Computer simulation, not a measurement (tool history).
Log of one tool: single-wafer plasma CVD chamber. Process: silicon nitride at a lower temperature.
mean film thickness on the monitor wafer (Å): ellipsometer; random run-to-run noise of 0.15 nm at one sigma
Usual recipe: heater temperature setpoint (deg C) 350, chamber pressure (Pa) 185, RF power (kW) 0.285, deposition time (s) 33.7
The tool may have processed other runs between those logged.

| run | hour | heater temperature setpoint (deg C) | chamber pressure (Pa) | RF power (kW) | deposition time (s) | wafers since the last listed run | hours since the last thermocouple change | hours since the last RF generator calibration | hours since the last manometer calibration | hours since the showerhead was replaced | hours since the gauge calibration | read-back reference wafer on the same gauge, thickness_nm | mean film thickness on the monitor wafer (Å) |
|---|---|---|---|---|---|---|---|---|---|---|---|---|---|
| 1 | 0 | 344 | 185 | 0.285 | 33.7 | 0 | 1148.3 | 1348.8 | 25.5 | 5526.3 | 1447.3 | 35.333 | 432.81 |
|  | 25.6 | gauge calibrated |
| 2 | 28.2 | 350 | 185 | 0.33 | 33.7 | 706 | 1176.5 | 1377 | 53.7 | 5554.5 | 2.6 | 34.241 | 471.13 |
| 3 | 73.5 | 350 | 185 | 0.285 | 33.7 | 1135 | 1221.8 | 1422.3 | 99 | 5599.8 | 47.9 | 34.338 | 420.21 |
| 4 | 108.5 | 350 | 185 | 0.285 | 33.7 | 877 | 1256.8 | 1457.3 | 134 | 5634.8 | 82.9 | 34.353 | 420.47 |
| 5 | 135.2 | 350 | 185 | 0.285 | 33.7 | 669 | 1283.5 | 1484 | 160.7 | 5661.5 | 109.6 | 34.436 | 422.11 |
| 6 | 220.9 | 350 | 185 | 0.285 | 33.7 | 2147 | 1369.2 | 1569.7 | 246.4 | 5747.2 | 195.3 | 34.541 | 422.03 |
| 7 | 233.3 | 350 | 185 | 0.285 | 33.7 | 310 | 1381.6 | 1582.1 | 258.8 | 5759.6 | 207.7 | 34.613 | 423.75 |
| 8 | 264.5 | 350 | 185 | 0.285 | 33.7 | 781 | 1412.8 | 1613.3 | 290 | 5790.8 | 238.9 | 34.604 | 423.23 |
| 9 | 284.7 | 350 | 185 | 0.315 | 33.7 | 506 | 1433 | 1633.5 | 310.2 | 5811 | 259.1 | 34.635 | 462.38 |
| 10 | 301.8 | 350 | 185 | 0.285 | 33.7 | 428 | 1450.1 | 1650.6 | 327.3 | 5828.1 | 276.2 | 34.659 | 425.37 |
| 11 | 315.1 | 350 | 185 | 0.325 | 38 | 333 | 1463.4 | 1663.9 | 340.6 | 5841.4 | 289.5 | 34.661 | 532.05 |
| 12 | 333.2 | 363 | 185 | 0.285 | 39.1 | 453 | 1481.5 | 1682 | 358.7 | 5859.5 | 307.6 | 34.701 | 487.42 |
| 13 | 363 | 350 | 185 | 0.285 | 29.1 | 746 | 1511.3 | 1711.8 | 388.5 | 5889.3 | 337.4 | 34.732 | 366.24 |
|  | 395.5 | thermocouple changed; heater temperature recalibrated |
| 14 | 397.7 | 350 | 211 | 0.285 | 33.7 | 669 | 2.2 | 1746.5 | 423.2 | 5924 | 372.1 | 34.761 | 434.12 |
| 15 | 421.2 | 350 | 185 | 0.285 | 33.7 | 588 | 25.7 | 1770 | 446.7 | 5947.5 | 395.6 | 34.778 | 426.95 |
| 16 | 442.4 | 357 | 203 | 0.24 | 33.7 | 531 | 46.9 | 1791.2 | 467.9 | 5968.7 | 416.8 | 34.845 | 371.34 |
| 17 | 468.5 | 340 | 149 | 0.3 | 38.9 | 654 | 73 | 1817.3 | 494 | 5994.8 | 442.9 | 34.786 | 495.56 |
| 18 | 502.9 | 350 | 185 | 0.285 | 33.7 | 862 | 107.4 | 1851.7 | 528.4 | 6029.2 | 477.3 | 34.839 | 429.03 |
|  | 524.3 | RF generator calibrated |
| 19 | 532.8 | 350 | 185 | 0.25 | 33.7 | 548 | 137.3 | 8.5 | 558.3 | 6059.1 | 507.2 | 34.934 | 381.35 |

Run 20 is up next; what results do you expect?
|  | 545.5 | showerhead replaced |
| 20 | 561.1 | 350 | 185 | 0.285 | 35.5 | 508 | 165.6 | 36.8 | 586.6 | 15.6 | 535.5 | ? | ? |

Run 20 measured read-back reference wafer on the same gauge, thickness_nm 34.902, mean film thickness on the monitor wafer (Å) 450.74.
If the tool had no hidden condition, the same run with the same run-to-run variation would have returned mean film thickness on the monitor wafer (Å) 442.94.
